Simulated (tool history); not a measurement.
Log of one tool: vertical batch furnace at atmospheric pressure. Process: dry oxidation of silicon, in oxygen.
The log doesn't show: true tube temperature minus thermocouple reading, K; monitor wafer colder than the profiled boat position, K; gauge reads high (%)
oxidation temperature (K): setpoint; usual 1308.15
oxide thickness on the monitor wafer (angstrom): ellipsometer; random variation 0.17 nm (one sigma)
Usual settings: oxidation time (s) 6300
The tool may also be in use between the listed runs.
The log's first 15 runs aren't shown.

| run | hour | oxidation temperature (K) | oxidation time (s) | wafers since the last listed run | hours since the last temperature calibration | hours since the boat lift was adjusted | hours since the gauge calibration | read-back reference wafer on the same gauge, thickness | oxide thickness on the monitor wafer (angstrom) |
|---|---|---|---|---|---|---|---|---|---|
| 16 | 406.5 | 1308.15 | 6300 | 439 | 3942.5 | 5103.5 | 127.4 | 110.99 | 1188.4 |
|  | 436.9 | thermocouples replaced and temperature profile calibrated |
| 17 | 437.4 | 1325.15 | 8070 | 91 | 0.5 | 5134.4 | 158.3 | 110.95 | 1480.9 |
| 18 | 452.5 | 1316.15 | 4440 | 200 | 15.6 | 5149.5 | 173.4 | 110.90 | 972.1 |
| 19 | 482.4 | 1308.15 | 9060 | 397 | 45.5 | 5179.4 | 203.3 | 111.02 | 1440.8 |
|  | 515.9 | boat lift adjusted |
| 20 | 516.4 | 1321.15 | 7650 | 133 | 79.5 | 0.5 | 237.3 | 110.94 | 1399.1 |
| 21 | 521.8 | 1308.15 | 7440 | 71 | 84.9 | 5.9 | 242.7 | 111.02 | 1276.2 |
| 22 | 537.3 | 1317.15 | 9240 | 206 | 100.4 | 21.4 | 258.2 | 111.04 | 1535.1 |
| 23 | 549.5 | 1285.15 | 4380 | 162 | 112.6 | 33.6 | 270.4 | 111.06 | 792.9 |
| 24 | 584.3 | 1289.15 | 8100 | 463 | 147.4 | 68.4 | 305.2 | 111.01 | 1202.1 |
| 25 | 599.7 | 1294.15 | 8550 | 204 | 162.8 | 83.8 | 320.6 | 110.98 | 1282.8 |
| 26 | 627.7 | 1308.15 | 6300 | 372 | 190.8 | 111.8 | 348.6 | 111.03 | 1153.7 |
| 27 | 650.8 | 1308.15 | 6300 | 307 | 213.9 | 134.9 | 371.7 | 110.97 | 1154.9 |
| 28 | 685.9 | 1298.15 | 6300 | 467 | 249.0 | 170.0 | 406.8 | 111.03 | 1089.8 |
| 29 | 707.1 | 1323.15 | 4020 | 282 | 270.2 | 191.2 | 428.0 | 111.03 | 949.7 |
| 30 | 719.6 | 1320.15 | 6300 | 166 | 282.7 | 203.7 | 440.5 | 111.10 | 1239.0 |
| 31 | 745.6 | 1317.15 | 5430 | 345 | 308.7 | 229.7 | 466.5 | 110.99 | 1110.8 |
| 32 | 780.9 | 1308.15 | 6300 | 469 | 344.0 | 265.0 | 501.8 | 110.97 | 1154.9 |
| 33 | 802.0 | 1296.15 | 8100 | 280 | 365.1 | 286.1 | 522.9 | 110.98 | 1258.4 |

5 ways to go on from here, each from the tool as it stands after run 33. What would each give?
| A | 807.5 | 1308.15 | 6300 | 73 | 370.6 | 291.6 | 528.4 | ? | ? |
| B | 807.5 | 1284.15 | 3630 | 73 | 370.6 | 291.6 | 528.4 | ? | ? |
| C | 807.5 | 1289.15 | 6300 | 73 | 370.6 | 291.6 | 528.4 | ? | ? |
| D | 807.5 | 1327.15 | 6300 | 73 | 370.6 | 291.6 | 528.4 | ? | ? |
| E | 807.5 | 1284.15 | 8160 | 73 | 370.6 | 291.6 | 528.4 | ? | ? |

| run | read-back reference wafer on the same gauge, thickness | oxide thickness on the monitor wafer (angstrom) |
|---|---|---|
| A | 110.98 | 1158.8 |
| B | 110.98 | 698.2 |
| C | 110.98 | 1030.8 |
| D | 110.98 | 1290.9 |
| E | 110.98 | 1171.6 |
Without the tool's hidden state the same runs would have given:
| run | oxide thickness on the monitor wafer (angstrom) |
|---|---|
| A | 1151.4 |
| B | 692.4 |
| C | 1023.1 |
| D | 1282.8 |
| E | 1162.8 |

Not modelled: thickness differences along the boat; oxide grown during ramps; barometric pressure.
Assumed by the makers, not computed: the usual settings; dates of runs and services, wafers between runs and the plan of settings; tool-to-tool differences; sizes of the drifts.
